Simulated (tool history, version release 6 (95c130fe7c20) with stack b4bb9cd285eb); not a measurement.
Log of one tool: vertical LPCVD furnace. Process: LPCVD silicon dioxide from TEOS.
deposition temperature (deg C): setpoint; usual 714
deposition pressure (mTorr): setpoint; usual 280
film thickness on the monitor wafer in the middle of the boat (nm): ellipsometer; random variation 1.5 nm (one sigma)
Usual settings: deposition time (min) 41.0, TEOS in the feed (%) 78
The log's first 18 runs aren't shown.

run	hour	deposition temperature (deg C)	deposition pressure (mTorr)	deposition time (min)	TEOS in the feed (%)	wafers since the last listed run	hours since the last temperature calibration	hours since the pressure gauge was zeroed	hours since the TEOS flow controller was replaced	hours since the gauge calibration	read-back reference wafer on the same gauge, thickness	film thickness on the monitor wafer in the middle of the boat (nm)
19	304.6	714	325	34.0	78	467	122.9	74.9	305.1	710.4	419.28	427.28
20	318.9	714	280	41.0	78	216	137.2	89.2	319.4	724.7	419.33	478.59
# hour 337.2: gauge calibrated
# hour 347.3: thermocouples replaced and temperature profile calibrated, repeated, since the last time left the tool worse
21	347.8	714	280	41.0	78	74	0.5	118.1	348.3	10.6	418.93	428.24
22	353.0	714	280	41.0	70	78	5.7	123.3	353.5	15.8	419.67	403.51
23	369.0	723	310	41.0	86	241	21.7	139.3	369.5	31.8	418.95	573.13
24	401.6	725	280	41.0	78	493	54.3	171.9	402.1	64.4	418.93	545.98
25	421.6	714	280	41.0	83	302	74.3	191.9	422.1	84.4	418.32	440.78
26	430.4	714	280	41.0	78	133	83.1	200.7	430.9	93.2	419.29	425.97
27	450.6	721	325	41.0	78	305	103.3	220.9	451.1	113.4	418.85	536.23
28	467.8	714	260	41.0	78	260	120.5	238.1	468.3	130.6	418.94	409.00
29	478.8	719	315	54.0	63	166	131.5	249.1	479.3	141.6	419.07	597.46
30	497.6	714	280	47.5	78	284	150.3	267.9	498.1	160.4	419.34	495.95
31	512.8	722	345	41.0	78	229	165.5	283.1	513.3	175.6	419.75	566.84

Forecast each of these 4 alternatives for the next run:
A	518.1	714	280	41.0	78	80	170.8	288.4	518.6	180.9	?	?
B	518.1	706	280	34.0	86	80	170.8	288.4	518.6	180.9	?	?
C	518.1	708	255	41.0	78	80	170.8	288.4	518.6	180.9	?	?
D	518.1	714	280	56.5	92	80	170.8	288.4	518.6	180.9	?	?

run	read-back reference wafer on the same gauge, thickness	film thickness on the monitor wafer in the middle of the boat (nm)
A	419.09	425.44
B	419.09	308.75
C	419.09	354.25
D	419.09	636.72
Without the tool's hidden state the same runs would have given:
run	film thickness on the monitor wafer in the middle of the boat (nm)
A	423.56
B	307.37
C	352.66
D	633.91
